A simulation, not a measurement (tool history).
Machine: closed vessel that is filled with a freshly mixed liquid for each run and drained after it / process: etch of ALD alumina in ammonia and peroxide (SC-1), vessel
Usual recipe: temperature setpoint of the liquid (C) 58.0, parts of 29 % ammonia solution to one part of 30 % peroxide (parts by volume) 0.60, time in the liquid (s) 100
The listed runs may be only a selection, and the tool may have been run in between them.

run,hour,temperature setpoint of the liquid (C),parts of 29 % ammonia solution to one part of 30 % peroxide (parts by volume),time in the liquid (s),"read-back film thickness of the ALD alumina reference wafer, read on the same gauge (nm)",thickness taken off the ALD alumina on a monitor wafer (angstrom)
1,0.0,58.0,0.60,100,30.01,104.0
2,21.1,58.0,0.60,100,29.99,103.7
3,42.7,58.0,0.70,100,30.01,105.6
# hour 46.1: new drum of ammonia solution connected
# hour 54.0: thermometer replaced
4,64.2,58.0,0.70,100,30.03,96.4
5,86.3,58.0,0.70,100,29.95,97.1
6,116.6,58.0,0.80,100,29.99,98.8
# hour 140.9: gauge calibrated
7,141.5,58.0,0.60,100,29.99,95.5
8,159.8,67.0,0.85,70,29.99,110.6
9,182.5,58.0,0.45,100,30.01,92.0
10,210.9,48.5,0.60,120,30.02,69.3
# hour 225.8: ammonia flow meter replaced
11,237.8,58.0,0.60,100,30.02,96.4
12,253.2,63.0,0.50,100,29.99,123.1
13,272.3,58.0,0.60,100,30.00,96.8
14,286.4,58.0,0.60,100,30.05,96.8
15,302.0,63.0,0.75,100,30.01,125.4
16,402.8,49.0,0.35,130,30.00,74.7
17,425.2,58.0,0.85,60,29.97,61.0
18,478.7,58.0,0.80,100,30.01,100.8
19,502.4,58.0,0.60,135,30.00,135.0
20,522.3,65.5,0.35,60,29.98,82.1
21,541.0,49.5,0.90,45,29.99,29.5
22,557.2,58.0,0.85,75,29.99,75.8
23,586.8,66.5,0.60,100,29.99,150.4

Run 24 has not been measured yet. What should we expect?
24,602.3,58.0,0.85,50,?,?

{"run 24": {"read-back film thickness of the ALD alumina reference wafer, read on the same gauge (nm)": 30.01, "thickness taken off the ALD alumina on a monitor wafer (angstrom)": 50.8}}
The same run, on a tool lacking any hidden state, would have yielded thickness taken off the ALD alumina on a monitor wafer (angstrom) 48.6.

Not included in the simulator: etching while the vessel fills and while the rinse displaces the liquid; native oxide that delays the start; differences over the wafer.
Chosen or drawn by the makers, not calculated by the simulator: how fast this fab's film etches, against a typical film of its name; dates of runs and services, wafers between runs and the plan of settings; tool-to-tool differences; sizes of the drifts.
